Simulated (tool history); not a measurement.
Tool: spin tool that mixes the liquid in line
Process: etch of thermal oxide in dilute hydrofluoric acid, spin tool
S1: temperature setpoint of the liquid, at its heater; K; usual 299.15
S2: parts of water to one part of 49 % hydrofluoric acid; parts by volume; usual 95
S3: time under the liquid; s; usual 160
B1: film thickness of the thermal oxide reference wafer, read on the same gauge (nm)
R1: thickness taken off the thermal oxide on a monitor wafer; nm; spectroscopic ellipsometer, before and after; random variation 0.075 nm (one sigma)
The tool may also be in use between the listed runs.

run 1 hour=0.0 | S1=299.15 S2=95 S3=160 | B1=80.02 | R1=9.59
run 2 hour=16.5 | S1=299.15 S2=95 S3=160 | B1=80.00 | R1=9.56
run 3 hour=49.7 | S1=301.65 S2=95 S3=160 | B1=80.00 | R1=10.53
run 4 hour=80.0 | S1=299.15 S2=75 S3=160 | B1=80.01 | R1=12.40
run 5 hour=92.2 | S1=299.15 S2=75 S3=160 | B1=80.00 | R1=12.49
run 6 hour=113.5 | S1=299.15 S2=75 S3=160 | B1=80.01 | R1=12.39
run 7 hour=131.1 | S1=297.15 S2=95 S3=160 | B1=80.03 | R1=8.93
run 8 hour=143.4 | S1=297.15 S2=95 S3=160 | B1=80.01 | R1=8.96
run 9 hour=173.1 | S1=299.15 S2=95 S3=160 | B1=79.98 | R1=9.64
run 10 hour=185.4 | S1=296.65 S2=75 S3=160 | B1=79.99 | R1=11.52
run 11 hour=208.3 | S1=296.65 S2=75 S3=160 | B1=80.00 | R1=11.52
run 12 hour=228.6 | S1=299.15 S2=95 S3=160 | B1=80.01 | R1=9.69
run 13 hour=317.0 | S1=299.15 S2=95 S3=160 | B1=79.99 | R1=9.79
-- hour=318.3 thermometer replaced
-- hour=322.0 hydrofluoric acid flow meter replaced
-- hour=346.4 gauge calibrated
run 14 hour=348.4 | S1=299.15 S2=130 S3=70 | B1=79.99 | R1=2.76
run 15 hour=367.7 | S1=302.65 S2=55 S3=100 | B1=79.99 | R1=11.74
run 16 hour=388.2 | S1=299.15 S2=95 S3=160 | B1=79.97 | R1=8.99
run 17 hour=404.4 | S1=297.65 S2=145 S3=160 | B1=80.01 | R1=5.29
run 18 hour=470.2 | S1=295.15 S2=115 S3=70 | B1=79.99 | R1=2.72
run 19 hour=485.5 | S1=296.65 S2=125 S3=80 | B1=79.98 | R1=2.99

Run 20 comes next. What will it give?
run 20 hour=508.3 | S1=295.15 S2=95 S3=110 | B1=? | R1=?

B1: 79.99
R1: 5.38 nm
Without the tool's hidden state the same run would have given R1 5.22 nm.

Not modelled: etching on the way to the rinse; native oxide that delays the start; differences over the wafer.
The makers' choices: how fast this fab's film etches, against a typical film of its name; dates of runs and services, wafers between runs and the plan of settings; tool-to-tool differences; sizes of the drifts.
